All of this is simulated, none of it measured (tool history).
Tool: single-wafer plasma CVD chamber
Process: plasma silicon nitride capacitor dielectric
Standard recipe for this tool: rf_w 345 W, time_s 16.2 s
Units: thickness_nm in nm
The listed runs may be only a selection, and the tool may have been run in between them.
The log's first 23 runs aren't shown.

run	hour	rf_w	time_s	wafers since the last listed run	hours since the last RF generator calibration	hours since the showerhead was replaced	hours since the gauge calibration	read-back reference wafer on the same gauge, thickness_nm	thickness_nm
24	1144.5	345	16.2	1306	871.2	5896.6	142.8	18.889	22.104
25	1311.7	400	19.4	4521	1038.4	6063.8	310.0	18.898	27.361
26	1370.3	385	16.2	1584	1097.0	6122.4	368.6	18.885	22.565
27	1425.1	295	13.7	1482	1151.8	6177.2	423.4	18.902	17.989
28	1468.6	390	16.2	1176	1195.3	6220.7	466.9	18.912	22.535
29	1511.4	345	16.2	1157	1238.1	6263.5	509.7	18.914	21.885
30	1575.5	395	18.4	1733	1302.2	6327.6	573.8	18.900	25.553
31	1636.6	345	16.2	1652	1363.3	6388.7	634.9	18.917	22.117
32	1662.8	345	17.4	708	1389.5	6414.9	661.1	18.905	23.366
33	1765.8	405	16.2	2785	1492.5	6517.9	764.1	18.902	22.703
34	1812.0	380	19.3	1249	1538.7	6564.1	810.3	18.909	26.695
# hour 1833.5: showerhead replaced
# hour 1869.1: RF generator calibrated
35	1958.4	310	13.2	3526	89.3	124.9	956.7	18.896	17.761
36	2030.0	375	13.4	1936	160.9	196.5	1028.3	18.903	18.766
37	2084.0	305	16.2	1460	214.9	250.5	1082.3	18.889	21.662
38	2138.7	345	14.6	1479	269.6	305.2	1137.0	18.892	19.948
39	2209.7	345	16.2	1920	340.6	376.2	1208.0	18.894	22.315
40	2246.9	345	17.6	1006	377.8	413.4	1245.2	18.903	24.110
41	2380.2	345	14.5	3605	511.1	546.7	1378.5	18.913	19.900
42	2429.3	320	18.6	1327	560.2	595.8	1427.6	18.904	25.085
43	2493.4	345	14.6	1733	624.3	659.9	1491.7	18.898	19.843

What if the next run were any one of these 5? Each begins from the tool's condition after run 43:
A	2493.8	310	16.2	10	624.7	660.3	1492.1	?	?
B	2493.8	345	14.9	10	624.7	660.3	1492.1	?	?
C	2493.8	295	16.2	10	624.7	660.3	1492.1	?	?
D	2493.8	395	19.1	10	624.7	660.3	1492.1	?	?
E	2493.8	310	14.1	10	624.7	660.3	1492.1	?	?

run	read-back reference wafer on the same gauge, thickness_nm	thickness_nm
A	18.898	21.563
B	18.898	20.271
C	18.898	21.351
D	18.898	26.742
E	18.898	18.768
Take away the tool's hidden state, keep each run's random variation, and the runs would have read:
run	thickness_nm
A	21.699
B	20.399
C	21.486
D	26.911
E	18.886

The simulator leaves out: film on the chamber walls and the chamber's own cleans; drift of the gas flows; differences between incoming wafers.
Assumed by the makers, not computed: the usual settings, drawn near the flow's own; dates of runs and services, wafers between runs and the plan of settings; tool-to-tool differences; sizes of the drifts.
